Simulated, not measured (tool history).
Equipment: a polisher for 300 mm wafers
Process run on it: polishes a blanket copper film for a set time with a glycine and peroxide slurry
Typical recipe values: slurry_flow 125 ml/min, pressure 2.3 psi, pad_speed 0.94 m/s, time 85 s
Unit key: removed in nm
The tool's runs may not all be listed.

| run | hour | slurry_flow | pressure | pad_speed | time | wafers since the last listed run | wafers polished on this pad | hours since the slurry nozzle was cleaned | hours since the head pressure was calibrated | incoming thickness of the incoming film, nm | removed |
|---|---|---|---|---|---|---|---|---|---|---|---|
| 1 | 0.0 | 125 | 2.3 | 0.94 | 85 | 0 | 960 | 371.1 | 658.3 | 2062.0 | 404.0 |
| 2 | 70.8 | 125 | 2.3 | 0.94 | 85 | 730 | 1691 | 441.9 | 729.1 | 2060.5 | 404.9 |
|  | 114.4 | worn pad replaced by a new one |
| 3 | 122.1 | 125 | 2.3 | 0.94 | 85 | 487 | 79 | 493.2 | 780.4 | 2081.3 | 402.5 |
| 4 | 167.2 | 125 | 1.7 | 0.94 | 85 | 465 | 544 | 538.3 | 825.5 | 2093.9 | 322.1 |
|  | 177.1 | slurry nozzle cleaned |
| 5 | 235.8 | 125 | 1.7 | 0.94 | 85 | 697 | 1241 | 58.7 | 894.1 | 2087.3 | 319.7 |
| 6 | 307.5 | 125 | 1.7 | 0.94 | 85 | 739 | 1981 | 130.4 | 965.8 | 2101.6 | 323.6 |
|  | 328.8 | worn pad replaced by a new one |
| 7 | 348.0 | 125 | 2.3 | 0.94 | 85 | 376 | 198 | 170.9 | 1006.3 | 2081.8 | 399.5 |
| 8 | 429.4 | 125 | 2.3 | 0.94 | 85 | 839 | 1037 | 252.3 | 1087.7 | 2083.9 | 404.8 |
|  | 494.3 | worn pad replaced by a new one |
| 9 | 499.9 | 125 | 2.3 | 0.94 | 85 | 685 | 57 | 322.8 | 1158.2 | 2099.5 | 405.8 |
| 10 | 556.2 | 110 | 2.5 | 0.94 | 63 | 580 | 638 | 379.1 | 1214.5 | 2068.7 | 313.0 |
| 11 | 620.1 | 125 | 2.3 | 0.94 | 85 | 659 | 1297 | 443.0 | 1278.4 | 2091.6 | 407.1 |
|  | 634.5 | head pressure recalibrated |
|  | 684.4 | worn pad replaced by a new one |
| 12 | 689.7 | 105 | 1.5 | 0.76 | 61 | 656 | 54 | 512.6 | 55.2 | 2053.7 | 180.4 |
|  | 717.4 | slurry nozzle cleaned |
| 13 | 735.7 | 125 | 1.9 | 0.94 | 64 | 464 | 519 | 18.3 | 101.2 | 2108.6 | 261.5 |
| 14 | 789.9 | 125 | 2.9 | 1.12 | 85 | 559 | 1078 | 72.5 | 155.4 | 2050.1 | 550.3 |
| 15 | 836.8 | 140 | 2.9 | 0.94 | 96 | 483 | 1561 | 119.4 | 202.3 | 2079.3 | 559.3 |
|  | 900.0 | worn pad replaced by a new one |
| 16 | 903.0 | 115 | 2.3 | 0.64 | 97 | 641 | 31 | 185.6 | 268.5 | 2059.6 | 357.6 |
| 17 | 964.6 | 150 | 3.0 | 0.94 | 85 | 635 | 666 | 247.2 | 330.1 | 2112.5 | 512.8 |

Branching from run 17: 5 alternative next runs. What would each branch give?
| A | 965.0 | 125 | 2.3 | 0.94 | 85 | 4 | 670 | 247.6 | 330.5 | 2081.4 | ? |
| B | 965.0 | 150 | 2.3 | 0.84 | 85 | 4 | 670 | 247.6 | 330.5 | 2081.4 | ? |
| C | 965.0 | 85 | 2.3 | 1.20 | 73 | 4 | 670 | 247.6 | 330.5 | 2081.4 | ? |
| D | 965.0 | 155 | 2.3 | 0.66 | 85 | 4 | 670 | 247.6 | 330.5 | 2081.4 | ? |
| E | 965.0 | 125 | 2.9 | 0.94 | 85 | 4 | 670 | 247.6 | 330.5 | 2081.4 | ? |

| run | removed |
|---|---|
| A | 400.4 |
| B | 384.6 |
| C | 371.2 |
| D | 332.8 |
| E | 481.7 |
With no hidden state in the tool, these same runs would have given:
| run | removed |
|---|---|
| A | 400.4 |
| B | 384.6 |
| C | 371.2 |
| D | 332.8 |
| E | 481.7 |
